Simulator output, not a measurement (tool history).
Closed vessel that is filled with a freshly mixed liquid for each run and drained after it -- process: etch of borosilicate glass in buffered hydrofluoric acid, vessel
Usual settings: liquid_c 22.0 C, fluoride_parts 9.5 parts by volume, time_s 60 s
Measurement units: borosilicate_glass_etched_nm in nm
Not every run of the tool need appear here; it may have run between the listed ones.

run,hour,liquid_c,fluoride_parts,time_s,wafers since the last listed run,hours since the thermometer was replaced,hours since the hydrofluoric acid flow meter was replaced,hours since the gauge calibration,"read-back film thickness of the borosilicate glass reference wafer, read on the same gauge (nm)",borosilicate_glass_etched_nm
1,0.0,22.0,7.0,60,0,2877.9,538.2,158.0,50.00,102.05
2,11.7,22.0,7.0,60,874,2889.6,549.9,169.7,49.96,102.80
3,19.3,22.0,7.0,60,568,2897.2,557.5,177.3,50.02,100.47
4,27.7,22.0,9.5,60,628,2905.6,565.9,185.7,50.00,75.05
5,33.8,22.0,9.5,60,456,2911.7,572.0,191.8,49.98,75.25
6,51.2,22.0,9.5,60,1300,2929.1,589.4,209.2,49.97,74.78
7,58.1,22.0,9.5,60,515,2936.0,596.3,216.1,50.00,74.77
8,67.8,22.0,9.5,60,725,2945.7,606.0,225.8,50.03,74.71
9,77.4,22.0,9.5,40,717,2955.3,615.6,235.4,50.01,49.89
10,92.0,22.0,9.5,40,1091,2969.9,630.2,250.0,49.94,49.95
11,110.0,22.0,9.5,40,1345,2987.9,648.2,268.0,49.96,50.61
# hour 125.6: gauge calibrated
12,153.7,22.0,9.5,60,3267,3031.6,691.9,28.1,50.01,75.06
13,162.5,22.0,9.5,60,657,3040.4,700.7,36.9,49.96,76.69
# hour 179.3: hydrofluoric acid flow meter replaced
14,179.8,27.0,7.0,80,1218,3057.7,0.5,54.2,49.96,164.06
15,194.7,22.0,9.5,60,1113,3072.6,15.4,69.1,50.01,70.08
# hour 198.4: thermometer replaced
16,211.8,24.0,6.5,85,1203,13.4,32.5,86.2,50.02,159.27
17,227.4,22.0,13.5,90,1166,29.0,48.1,101.8,50.01,74.58
18,243.9,22.0,9.5,60,1233,45.5,64.6,118.3,50.03,69.42
19,250.6,22.0,9.5,60,500,52.2,71.3,125.0,50.01,69.95
20,257.5,22.0,8.0,60,515,59.1,78.2,131.9,50.03,82.07
21,270.2,22.0,8.0,30,949,71.8,90.9,144.6,49.99,41.73
22,280.1,19.5,9.5,60,740,81.7,100.8,154.5,50.00,62.02
23,289.5,22.0,12.5,45,702,91.1,110.2,163.9,49.97,40.66
24,299.2,26.0,6.5,60,725,100.8,119.9,173.6,50.03,126.99
25,316.3,25.5,9.5,35,1278,117.9,137.0,190.7,49.99,48.87
26,324.5,22.0,12.5,60,613,126.1,145.2,198.9,50.00,54.54
27,337.0,22.0,9.5,60,934,138.6,157.7,211.4,50.00,69.96

How the hidden state differs across the entries between the runs, from the last listed run before each to the first after it:
Between runs 11 and 12: gauge calibrated (hour 125.6)
  hydrofluoric acid flow above the setpoint (%): 10.8 -> 11.4
  measured result minus the result with no hidden state, borosilicate_glass_etched_nm: +4.26 -> +6.76 nm
Between runs 13 and 14: hydrofluoric acid flow meter replaced (hour 179.3)
  hydrofluoric acid flow above the setpoint (%): 11.5 -> 0.0816
  measured result minus the result with no hidden state, borosilicate_glass_etched_nm: +6.99 -> +0.12 nm
Between runs 15 and 16: thermometer replaced (hour 198.4)
  hydrofluoric acid flow above the setpoint (%): 0.298 -> 0.546
  measured result minus the result with no hidden state, borosilicate_glass_etched_nm: +0.13 -> +0.77 nm
